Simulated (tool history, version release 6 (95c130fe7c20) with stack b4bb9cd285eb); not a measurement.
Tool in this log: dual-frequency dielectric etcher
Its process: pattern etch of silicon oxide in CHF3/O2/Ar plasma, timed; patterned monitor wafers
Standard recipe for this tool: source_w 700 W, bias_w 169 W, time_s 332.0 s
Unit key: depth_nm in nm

run	day	source_w	bias_w	time_s	wafers since the last listed run	hours since the last wet clean	hours since the last source power generator calibration	hours since the last bias power generator calibration	hours since the last upper electrode change	hours since the gauge calibration	read-back reference wafer on the same gauge, depth_nm	depth_nm
1	0.000	700	200	308.5	0	0.9	3763.1	6.4	24.9	1.9	799.0	703.6
2	0.017	700	200	308.5	1	1.3	3763.5	6.8	25.3	2.3	799.3	704.6
3	0.033	700	200	308.5	1	1.7	3763.9	7.2	25.7	2.7	798.9	703.5
4	0.262	820	169	332.0	21	7.2	3769.4	12.7	31.2	8.2	798.7	749.8
5	0.904	820	169	332.0	59	22.6	3784.8	28.1	46.6	23.6	799.2	751.7
6	1.175	700	169	332.0	25	29.1	3791.3	34.6	53.1	30.1	799.3	712.7
7	1.638	700	169	332.0	43	40.2	3802.4	45.7	64.2	41.2	798.9	712.0
8	2.271	700	169	332.0	58	55.4	3817.6	60.9	79.4	56.4	799.2	710.9
# day 3.100: source power generator calibrated
9	3.121	520	208	332.0	63	75.8	0.5	81.3	99.8	76.8	799.1	700.9
10	3.250	700	169	332.0	12	78.9	3.6	84.4	102.9	79.9	798.9	712.0
11	3.833	700	209	431.5	54	92.9	17.6	98.4	116.9	93.9	799.1	997.8
12	4.500	870	155	357.5	62	108.9	33.6	114.4	132.9	109.9	799.2	798.1
13	5.150	700	169	303.0	60	124.5	49.2	130.0	148.5	125.5	799.3	648.6
14	5.617	700	169	332.0	43	135.7	60.4	141.2	159.7	136.7	798.9	711.6
15	6.025	700	147	379.0	38	145.5	70.2	151.0	169.5	146.5	798.9	772.0
16	6.683	700	169	332.0	61	161.3	86.0	166.8	185.3	162.3	798.8	711.9
17	7.200	550	197	416.0	48	173.7	98.4	179.2	197.7	174.7	799.0	870.7
18	7.821	820	154	298.0	57	188.6	113.3	194.1	212.6	189.6	798.7	649.3
19	8.167	700	193	332.0	32	196.9	121.6	202.4	220.9	197.9	799.4	743.2
20	10.275	700	169	332.0	196	247.5	172.2	253.0	271.5	248.5	798.8	708.9
21	10.621	700	169	332.0	32	255.8	180.5	261.3	279.8	256.8	798.9	709.7
22	11.317	700	169	332.0	64	272.5	197.2	278.0	296.5	273.5	798.8	707.6
23	11.742	700	169	332.0	39	282.7	207.4	288.2	306.7	283.7	799.3	710.5
24	12.179	700	180	332.0	40	293.2	217.9	298.7	317.2	294.2	798.5	724.0
25	12.742	820	169	332.0	52	306.7	231.4	312.2	330.7	307.7	799.4	745.0
26	13.067	760	144	283.0	30	314.5	239.2	320.0	338.5	315.5	799.7	585.8
27	13.500	700	169	332.0	40	324.9	249.6	330.4	348.9	325.9	799.0	705.5
28	13.771	700	169	238.0	25	331.4	256.1	336.9	355.4	332.4	798.9	507.0
29	14.371	700	138	332.0	55	345.8	270.5	351.3	369.8	346.8	798.9	658.4

5 ways to go on from here, each from the tool as it stands after run 29. What would each give?
A	14.392	700	169	332.0	1	346.3	271.0	351.8	370.3	347.3	?	?
B	14.392	830	151	332.0	1	346.3	271.0	351.8	370.3	347.3	?	?
C	14.392	700	156	332.0	1	346.3	271.0	351.8	370.3	347.3	?	?
D	14.392	700	142	332.0	1	346.3	271.0	351.8	370.3	347.3	?	?
E	14.392	530	169	332.0	1	346.3	271.0	351.8	370.3	347.3	?	?

run	read-back reference wafer on the same gauge, depth_nm	depth_nm
A	799.0	707.3
B	799.0	718.9
C	799.0	687.8
D	799.0	665.8
E	799.0	648.9
The same runs, with their run-to-run variation unchanged, on a tool lacking any hidden condition would have given:
run	depth_nm
A	714.4
B	726.1
C	694.7
D	672.5
E	655.4
